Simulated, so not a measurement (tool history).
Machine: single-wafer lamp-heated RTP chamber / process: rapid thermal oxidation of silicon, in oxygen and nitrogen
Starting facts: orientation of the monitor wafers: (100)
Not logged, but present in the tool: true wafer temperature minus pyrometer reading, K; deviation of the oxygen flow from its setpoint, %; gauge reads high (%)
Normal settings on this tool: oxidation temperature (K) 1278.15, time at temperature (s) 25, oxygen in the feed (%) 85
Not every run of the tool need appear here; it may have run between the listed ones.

run   hour  oxidation temperature (K)  time at temperature (s)  oxygen in the feed (%)  wafers since the last listed run  wafers since the last pyrometer calibration  hours since the oxygen flow controller was replaced  hours since the gauge calibration  read-back reference wafer on the same gauge, thickness  oxide thickness on the monitor wafer (angstrom)
  1      0                    1278.15                       25                      85                                 0                                          986                                               5732.3                              484.4                                                   4.171                                             43.1
  2   34.8                    1278.15                       25                      85                               206                                         1192                                               5767.1                              519.2                                                   4.167                                            43.22
  3   66.9                    1278.15                       25                      85                               190                                         1382                                               5799.2                              551.3                                                   4.169                                            43.46
      95.3  -- pyrometer window cleaned and pyrometer calibrated
  4   96.3                    1278.15                       25                      85                               126                                            5                                               5828.6                              580.7                                                   4.172                                            42.76
     126.6  -- gauge calibrated
  5  130.2                    1278.15                       25                      85                               200                                          206                                               5862.5                                3.6                                                   4.171                                            42.84
  6  142.9                    1278.15                       25                      85                                75                                          281                                               5875.2                               16.3                                                   4.169                                            42.92
  7  170.1                    1295.15                       25                      85                               161                                          442                                               5902.4                               43.5                                                   4.168                                            48.16
  8  194.6                    1295.15                       25                      85                               145                                          587                                               5926.9                                 68                                                    4.17                                            48.03
  9  214.1                    1278.15                       33                      85                               115                                          703                                               5946.4                               87.5                                                   4.168                                            47.97
 10    246                    1278.15                       25                      85                               188                                          892                                               5978.3                              119.4                                                   4.174                                            43.12
 11  274.2                    1278.15                       25                      85                               166                                         1059                                               6006.5                              147.6                                                    4.17                                            43.18
 12  289.6                    1278.15                       25                      85                                91                                         1150                                               6021.9                                163                                                   4.172                                            43.15
 13  305.2                    1278.15                       25                      85                                92                                         1242                                               6037.5                              178.6                                                   4.173                                             43.3
     360.1  -- pyrometer window cleaned and pyrometer calibrated
 14  360.6                    1278.15                       25                      85                               280                                            3                                               6092.9                                234                                                   4.171                                             42.7
 15  387.6                    1278.15                       25                      85                               159                                          162                                               6119.9                                261                                                   4.168                                            42.82
     427.8  -- oxygen flow controller replaced
 16  428.3                    1255.15                       25                      85                               193                                          356                                                  0.5                              301.7                                                   4.169                                            36.98
 17  449.3                    1269.15                       31                      72                               124                                          480                                                 21.5                              322.7                                                   4.171                                            41.86
 18  467.4                    1278.15                       25                      85                               107                                          588                                                 39.6                              340.8                                                    4.17                                            43.05
 19  500.6                    1278.15                       25                      85                               196                                          784                                                 72.8                                374                                                   4.169                                            43.09
 20  523.7                    1278.15                       29                      77                               136                                          921                                                 95.9                              397.1                                                   4.172                                            44.33
 21  557.7                    1278.15                       36                      98                               201                                         1122                                                129.9                              431.1                                                   4.169                                             52.5
 22  573.1                    1300.15                       25                      96                                91                                         1213                                                145.3                              446.5                                                   4.171                                            52.26
 23    594                    1278.15                       25                      85                               123                                         1337                                                166.2                              467.4                                                   4.168                                            43.32
     602.1  -- pyrometer window cleaned and pyrometer calibrated
 24  607.2                    1278.15                       25                      85                                30                                           30                                                179.4                              480.6                                                   4.171                                            42.96
 25  628.2                    1278.15                       25                      85                               124                                          154                                                200.4                              501.6                                                   4.171                                            43.02
     636.8  -- gauge calibrated
 26  644.1                    1278.15                       37                      85                                94                                          248                                                216.3                                7.3                                                   4.172                                            50.39
 27  659.5                    1265.15                       32                      65                                91                                          339                                                231.7                               22.7                                                   4.169                                               40
 28  728.7                    1268.15                       15                      85                               409                                          749                                                300.9                               91.9                                                   4.172                                            33.79
 29  763.8                    1295.15                       25                      85                               207                                          957                                                  336                                127                                                   4.171                                            48.61
 30  793.3                    1257.15                       18                      85                               174                                         1131                                                365.5                              156.5                                                   4.169                                             33.7
 31  827.4                    1278.15                       25                      85                               201                                         1333                                                399.6                              190.6                                                   4.169                                            43.54

Branching from run 31: 4 alternative next runs. What would each branch give?
  A  827.8                    1278.15                       25                      85                                 2                                         1336                                                  400                                191                                                       ?                                                ?
  B  827.8                    1278.15                       25                      72                                 2                                         1336                                                  400                                191                                                       ?                                                ?
  C  827.8                    1278.15                       20                      85                                 2                                         1336                                                  400                                191                                                       ?                                                ?
  D  827.8                    1290.15                       25                      85                                 2                                         1336                                                  400                                191                                                       ?                                                ?

run  read-back reference wafer on the same gauge, thickness  oxide thickness on the monitor wafer (angstrom)
  A                                                   4.171                                            43.55
  B                                                   4.171                                            41.33
  C                                                   4.171                                            39.98
  D                                                   4.171                                            47.23
Had the tool no hidden state, the same runs would have come out as:
run  oxide thickness on the monitor wafer (angstrom)
  A                                             42.8
  B                                            40.63
  C                                            39.31
  D                                             46.4

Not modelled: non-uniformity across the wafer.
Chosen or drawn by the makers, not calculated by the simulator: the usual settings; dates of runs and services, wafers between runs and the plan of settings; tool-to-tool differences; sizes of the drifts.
